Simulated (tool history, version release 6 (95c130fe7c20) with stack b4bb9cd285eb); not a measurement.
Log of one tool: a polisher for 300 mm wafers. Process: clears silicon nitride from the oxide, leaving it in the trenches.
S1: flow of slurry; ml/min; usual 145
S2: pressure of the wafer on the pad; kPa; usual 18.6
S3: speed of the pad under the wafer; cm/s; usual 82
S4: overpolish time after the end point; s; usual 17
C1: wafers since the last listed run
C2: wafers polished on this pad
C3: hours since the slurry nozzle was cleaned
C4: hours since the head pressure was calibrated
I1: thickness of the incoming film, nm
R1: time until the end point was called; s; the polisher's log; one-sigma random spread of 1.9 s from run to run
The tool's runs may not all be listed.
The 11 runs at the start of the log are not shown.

-- hour=168.2 worn pad replaced by a new one
run 12 hour=173 | S1=145 S2=22.8 S3=82 S4=17 | C1=92 C2=38 C3=279 C4=1592.5 | I1=108.4 | R1=109
run 13 hour=183.5 | S1=145 S2=22.8 S3=82 S4=17 | C1=85 C2=124 C3=289.5 C4=1603 | I1=110.7 | R1=109.9
run 14 hour=198.1 | S1=145 S2=22.8 S3=82 S4=17 | C1=118 C2=243 C3=304.1 C4=1617.6 | I1=111.3 | R1=109.5
-- hour=211.4 head pressure recalibrated
-- hour=231.1 slurry nozzle cleaned
run 15 hour=235.3 | S1=145 S2=18.6 S3=82 S4=17 | C1=278 C2=521 C3=4.2 C4=23.9 | I1=109.2 | R1=122
run 16 hour=247.7 | S1=145 S2=18.6 S3=82 S4=17 | C1=100 C2=622 C3=16.6 C4=36.3 | I1=110.1 | R1=123.2
run 17 hour=254 | S1=145 S2=18.6 S3=82 S4=17 | C1=51 C2=673 C3=22.9 C4=42.6 | I1=109.6 | R1=120.4
run 18 hour=300.4 | S1=185 S2=23.4 S3=102 S4=8 | C1=377 C2=1051 C3=69.3 C4=89 | I1=109 | R1=81.6
run 19 hour=318.9 | S1=145 S2=18.6 S3=82 S4=17 | C1=150 C2=1202 C3=87.8 C4=107.5 | I1=111.4 | R1=124.7
-- hour=341.2 worn pad replaced by a new one
run 20 hour=348.6 | S1=125 S2=22.8 S3=82 S4=17 | C1=209 C2=59 C3=117.5 C4=137.2 | I1=110.8 | R1=106.5
run 21 hour=356.8 | S1=145 S2=22.8 S3=82 S4=17 | C1=66 C2=126 C3=125.7 C4=145.4 | I1=110.9 | R1=108
run 22 hour=371.6 | S1=145 S2=20.7 S3=96 S4=22 | C1=120 C2=247 C3=140.5 C4=160.2 | I1=110 | R1=100.4
run 23 hour=381.1 | S1=115 S2=18.6 S3=82 S4=21 | C1=77 C2=324 C3=150 C4=169.7 | I1=110.9 | R1=130.3
run 24 hour=389.3 | S1=190 S2=18.6 S3=82 S4=17 | C1=66 C2=391 C3=158.2 C4=177.9 | I1=109.4 | R1=121.1
run 25 hour=400.7 | S1=185 S2=18.6 S3=82 S4=17 | C1=92 C2=484 C3=169.6 C4=189.3 | I1=109.9 | R1=120.4
run 26 hour=407 | S1=145 S2=18.6 S3=82 S4=17 | C1=51 C2=535 C3=175.9 C4=195.6 | I1=108 | R1=122
run 27 hour=422.6 | S1=145 S2=18.6 S3=96 S4=12 | C1=127 C2=662 C3=191.5 C4=211.2 | I1=108.2 | R1=106.6
run 28 hour=435.4 | S1=145 S2=22.1 S3=82 S4=17 | C1=104 C2=766 C3=204.3 C4=224 | I1=110.8 | R1=110.2
run 29 hour=448 | S1=115 S2=13.1 S3=92 S4=10 | C1=102 C2=869 C3=216.9 C4=236.6 | I1=108.7 | R1=153.8
run 30 hour=455.8 | S1=185 S2=18.6 S3=82 S4=13 | C1=63 C2=932 C3=224.7 C4=244.4 | I1=110.6 | R1=122.1
run 31 hour=462.8 | S1=145 S2=18.6 S3=82 S4=17 | C1=56 C2=989 C3=231.7 C4=251.4 | I1=110.8 | R1=130.2
run 32 hour=479.5 | S1=145 S2=18.6 S3=82 S4=17 | C1=135 C2=1125 C3=248.4 C4=268.1 | I1=108.6 | R1=125.2
run 33 hour=494.3 | S1=195 S2=18.6 S3=90 S4=17 | C1=120 C2=1246 C3=263.2 C4=282.9 | I1=108.6 | R1=112.5
-- hour=505.3 slurry nozzle cleaned
-- hour=505.9 worn pad replaced by a new one
run 34 hour=506.4 | S1=145 S2=23.4 S3=82 S4=21 | C1=85 C2=3 C3=1.1 C4=295 | I1=108.4 | R1=96.4
run 35 hour=519.2 | S1=145 S2=18.6 S3=72 S4=17 | C1=104 C2=108 C3=13.9 C4=307.8 | I1=110.4 | R1=134.6
run 36 hour=534.4 | S1=145 S2=22.8 S3=70 S4=17 | C1=123 C2=231 C3=29.1 C4=323 | I1=110.3 | R1=117

5 ways to go on from here, each from the tool as it stands after run 36. What would each give?
run A hour=534.9 | S1=145 S2=18.6 S3=82 S4=17 | C1=4 C2=235 C3=29.6 C4=323.5 | I1=110 | R1=?
run B hour=534.9 | S1=170 S2=22.8 S3=72 S4=13 | C1=4 C2=235 C3=29.6 C4=323.5 | I1=110 | R1=?
run C hour=534.9 | S1=105 S2=18.6 S3=82 S4=24 | C1=4 C2=235 C3=29.6 C4=323.5 | I1=110 | R1=?
run D hour=534.9 | S1=145 S2=13.1 S3=82 S4=20 | C1=4 C2=235 C3=29.6 C4=323.5 | I1=110 | R1=?
run E hour=534.9 | S1=145 S2=24.1 S3=54 S4=9 | C1=4 C2=235 C3=29.6 C4=323.5 | I1=110 | R1=?

run=A R1=118.1
run=B R1=108.9
run=C R1=123.2
run=D R1=155.6
run=E R1=131.9
Take away the tool's hidden state, keep each run's random variation, and the runs would have read:
run=A R1=117.4
run=B R1=108.4
run=C R1=122.3
run=D R1=154.7
run=E R1=131.2
